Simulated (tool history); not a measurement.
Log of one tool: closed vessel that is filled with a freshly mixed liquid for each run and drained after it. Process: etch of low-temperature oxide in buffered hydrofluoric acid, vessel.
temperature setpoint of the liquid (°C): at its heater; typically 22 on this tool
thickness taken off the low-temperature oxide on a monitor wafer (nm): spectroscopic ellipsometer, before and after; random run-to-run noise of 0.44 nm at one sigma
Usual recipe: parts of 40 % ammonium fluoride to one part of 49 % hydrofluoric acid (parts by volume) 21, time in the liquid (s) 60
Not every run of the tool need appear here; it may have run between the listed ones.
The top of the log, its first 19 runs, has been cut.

| run | hour | temperature setpoint of the liquid (°C) | parts of 40 % ammonium fluoride to one part of 49 % hydrofluoric acid (parts by volume) | time in the liquid (s) | wafers since the last listed run | hours since the thermometer was replaced | hours since the hydrofluoric acid flow meter was replaced | hours since the gauge calibration | read-back film thickness of the low-temperature oxide reference wafer, read on the same gauge (nm) | thickness taken off the low-temperature oxide on a monitor wafer (nm) |
|---|---|---|---|---|---|---|---|---|---|---|
| 20 | 221 | 22 | 21 | 60 | 1127 | 81.3 | 66.5 | 102.7 | 110.01 | 127.68 |
| 21 | 228.8 | 20 | 26 | 70 | 1047 | 89.1 | 74.3 | 110.5 | 110.03 | 114.96 |
| 22 | 236 | 24.5 | 18 | 60 | 966 | 96.3 | 81.5 | 117.7 | 109.98 | 166.52 |
| 23 | 252.6 | 24.5 | 12.5 | 60 | 2228 | 112.9 | 98.1 | 134.3 | 110.01 | 238.87 |
| 24 | 264.5 | 22 | 21 | 60 | 1597 | 124.8 | 110 | 146.2 | 109.96 | 127.5 |
| 25 | 281.2 | 22 | 21 | 60 | 2242 | 141.5 | 126.7 | 162.9 | 110.01 | 127.39 |
| 26 | 299.1 | 22 | 13.5 | 60 | 2403 | 159.4 | 144.6 | 180.8 | 109.99 | 192.3 |
| 27 | 314 | 22 | 21 | 60 | 2000 | 174.3 | 159.5 | 195.7 | 110.01 | 127.39 |
| 28 | 325.6 | 19 | 26.5 | 35 | 1557 | 185.9 | 171.1 | 207.3 | 109.98 | 53.24 |
| 29 | 336.8 | 20 | 14.5 | 40 | 1503 | 197.1 | 182.3 | 218.5 | 110.03 | 106.66 |
| 30 | 384.3 | 22 | 21 | 60 | 6377 | 244.6 | 229.8 | 266 | 109.99 | 126.99 |
| 31 | 390.9 | 23.5 | 21 | 60 | 886 | 251.2 | 236.4 | 272.6 | 110.01 | 137.68 |
| 32 | 404.5 | 22 | 21 | 60 | 1825 | 264.8 | 250 | 286.2 | 109.99 | 127.4 |

Predict each of these 4 candidate next runs independently; none follows another, all start after run 32:
| A | 405.2 | 22 | 21 | 60 | 93 | 265.5 | 250.7 | 286.9 | ? | ? |
| B | 405.2 | 20.5 | 21 | 60 | 93 | 265.5 | 250.7 | 286.9 | ? | ? |
| C | 405.2 | 26 | 27.5 | 85 | 93 | 265.5 | 250.7 | 286.9 | ? | ? |
| D | 405.2 | 22 | 15 | 80 | 93 | 265.5 | 250.7 | 286.9 | ? | ? |

| run | read-back film thickness of the low-temperature oxide reference wafer, read on the same gauge (nm) | thickness taken off the low-temperature oxide on a monitor wafer (nm) |
|---|---|---|
| A | 110 | 125.77 |
| B | 110 | 115.68 |
| C | 110 | 184.34 |
| D | 110 | 227.85 |
Stripped of hidden state, with their random variation kept, the same runs would have yielded:
| run | thickness taken off the low-temperature oxide on a monitor wafer (nm) |
|---|---|
| A | 128.93 |
| B | 118.59 |
| C | 188.95 |
| D | 236.06 |

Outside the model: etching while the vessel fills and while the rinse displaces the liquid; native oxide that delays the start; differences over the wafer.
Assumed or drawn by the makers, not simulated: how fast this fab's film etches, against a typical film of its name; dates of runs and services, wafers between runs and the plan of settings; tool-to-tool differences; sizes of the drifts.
